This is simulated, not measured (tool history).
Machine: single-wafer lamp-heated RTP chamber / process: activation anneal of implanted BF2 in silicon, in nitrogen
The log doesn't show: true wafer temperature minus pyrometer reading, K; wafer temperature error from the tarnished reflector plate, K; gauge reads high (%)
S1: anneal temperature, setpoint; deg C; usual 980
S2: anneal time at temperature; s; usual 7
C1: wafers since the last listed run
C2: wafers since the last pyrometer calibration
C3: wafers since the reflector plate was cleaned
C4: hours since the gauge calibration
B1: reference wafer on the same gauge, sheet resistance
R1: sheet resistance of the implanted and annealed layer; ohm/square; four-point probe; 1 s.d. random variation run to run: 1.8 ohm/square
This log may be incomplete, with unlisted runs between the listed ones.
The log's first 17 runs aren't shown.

run    hour    S1  S2    C1    C2     C3      C4      B1      R1
 18  1360.6   972  10   784  1301  12578   334.7  637.18  599.78
     1403.4  -- reflector plate cleaned
 19  1427.4   954   4   772  2073    314   401.5  637.22  637.30
 20  1534.9   980   7  1412  3485   1727   509.0  637.41  592.45
 21  1571.5   980  11   480  3966   2208   545.6  636.63  591.67
 22  1634.7   980   7   830  4797   3038   608.8  636.96  593.81
 23  1734.1   980   7  1305  6103   4344   708.2  637.18  595.51
 24  1810.9   952   5  1008  7111   5353   785.0  637.26  638.10
 25  1856.7   992   7   601  7713   5954   830.8  637.78  592.84
     1928.9  -- pyrometer window cleaned and pyrometer calibrated
 26  1936.0   963  10   936    92   6891   910.1  636.98  612.23
 27  1975.2   955   5   515   607   7406   949.3  637.24  629.41
 28  2042.0   980   7   877  1485   8284  1016.1  636.47  595.21
 29  2136.8  1004   3  1245  2730   9529  1110.9  637.44  585.07
 30  2220.9   969   9  1104  3835  10634  1195.0  637.27  607.12
 31  2294.2   980   7   963  4798  11597  1268.3  637.26  596.37
 32  2368.3   980   3   973  5772  12571  1342.4  637.29  597.40
 33  2413.6   951   9   595  6367  13166  1387.7  637.64  639.10
     2440.5  -- reflector plate cleaned
 34  2476.7   980   8   723  7091    475  1450.8  636.88  591.36
     2504.2  -- pyrometer window cleaned and pyrometer calibrated
 35  2524.5   980   7   522   266    998  1498.6  637.03  590.57

Predict each of these 5 candidate next runs independently; none follows another, all start after run 35:
  A  2524.9   980   7   5  271  1003  1499.0   ?   ?
  B  2524.9   993  11   5  271  1003  1499.0   ?   ?
  C  2524.9  1001  11   5  271  1003  1499.0   ?   ?
  D  2524.9   963   9   5  271  1003  1499.0   ?   ?
  E  2524.9   968   9   5  271  1003  1499.0   ?   ?

run      B1      R1
  A  637.11  594.17
  B  637.11  586.79
  C  637.11  584.96
  D  637.11  611.51
  E  637.11  604.12
Take away the tool's hidden state, keep each run's random variation, and the runs would have read:
run      R1
  A  594.17
  B  586.79
  C  584.96
  D  611.51
  E  604.12
